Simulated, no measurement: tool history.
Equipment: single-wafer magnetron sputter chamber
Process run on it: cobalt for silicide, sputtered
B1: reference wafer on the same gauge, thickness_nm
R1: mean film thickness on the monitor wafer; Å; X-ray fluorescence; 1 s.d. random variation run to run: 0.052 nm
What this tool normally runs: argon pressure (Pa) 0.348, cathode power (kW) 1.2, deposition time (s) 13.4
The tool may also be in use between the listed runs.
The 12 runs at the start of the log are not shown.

{"hour": 737.2, "done": "gauge calibrated"}
{"run": 13, "hour": 791.1, "argon pressure (Pa)": 0.348, "cathode power (kW)": 1.2, "deposition time (s)": 13.4, "B1": 10.134, "R1": 88.39}
{"hour": 846.5, "done": "sputter target and shields replaced"}
{"run": 14, "hour": 847.0, "argon pressure (Pa)": 0.348, "cathode power (kW)": 1.2, "deposition time (s)": 13.4, "B1": 10.172, "R1": 88.48}
{"hour": 859.1, "done": "capacitance manometer re-zeroed and calibrated"}
{"run": 15, "hour": 940.8, "argon pressure (Pa)": 0.348, "cathode power (kW)": 1.2, "deposition time (s)": 13.4, "B1": 10.165, "R1": 87.56}
{"run": 16, "hour": 1002.9, "argon pressure (Pa)": 0.348, "cathode power (kW)": 1, "deposition time (s)": 13.4, "B1": 10.159, "R1": 77.46}
{"run": 17, "hour": 1065.0, "argon pressure (Pa)": 0.266, "cathode power (kW)": 1.1, "deposition time (s)": 15, "B1": 10.168, "R1": 93.96}
{"run": 18, "hour": 1137.1, "argon pressure (Pa)": 0.348, "cathode power (kW)": 1.05, "deposition time (s)": 13.4, "B1": 10.183, "R1": 80.05}
{"run": 19, "hour": 1220.4, "argon pressure (Pa)": 0.348, "cathode power (kW)": 1.2, "deposition time (s)": 13.4, "B1": 10.186, "R1": 88.17}
{"run": 20, "hour": 1265.7, "argon pressure (Pa)": 0.286, "cathode power (kW)": 1, "deposition time (s)": 11.9, "B1": 10.193, "R1": 70.61}
{"hour": 1288.0, "done": "sputter target and shields replaced"}
{"run": 21, "hour": 1371.7, "argon pressure (Pa)": 0.292, "cathode power (kW)": 1, "deposition time (s)": 14.6, "B1": 10.163, "R1": 86.57}
{"run": 22, "hour": 1424.6, "argon pressure (Pa)": 0.348, "cathode power (kW)": 1.4, "deposition time (s)": 15, "B1": 10.171, "R1": 110.03}
{"run": 23, "hour": 1484.0, "argon pressure (Pa)": 0.348, "cathode power (kW)": 1.2, "deposition time (s)": 13.4, "B1": 10.146, "R1": 87.7}
{"run": 24, "hour": 1591.4, "argon pressure (Pa)": 0.483, "cathode power (kW)": 1, "deposition time (s)": 14.5, "B1": 10.166, "R1": 80.67}
{"hour": 1623.1, "done": "magnet pack replaced"}
{"run": 25, "hour": 1630.6, "argon pressure (Pa)": 0.45, "cathode power (kW)": 1, "deposition time (s)": 12.1, "B1": 10.149, "R1": 67.7}
{"hour": 1721.4, "done": "sputter target and shields replaced"}
{"run": 26, "hour": 1721.9, "argon pressure (Pa)": 0.424, "cathode power (kW)": 1.1, "deposition time (s)": 11.5, "B1": 10.144, "R1": 69.05}
{"run": 27, "hour": 1813.0, "argon pressure (Pa)": 0.348, "cathode power (kW)": 1.2, "deposition time (s)": 13.4, "B1": 10.162, "R1": 88.74}

Forecast run 28:
{"run": 28, "hour": 1886.6, "argon pressure (Pa)": 0.256, "cathode power (kW)": 1.2, "deposition time (s)": 14.4, "B1": "?", "R1": "?"}

{"run 28": {"B1": 10.172, "R1": 96.64}}
With the hidden condition absent and the run-to-run variation left alone, this run would have shown R1 96.64 Å.

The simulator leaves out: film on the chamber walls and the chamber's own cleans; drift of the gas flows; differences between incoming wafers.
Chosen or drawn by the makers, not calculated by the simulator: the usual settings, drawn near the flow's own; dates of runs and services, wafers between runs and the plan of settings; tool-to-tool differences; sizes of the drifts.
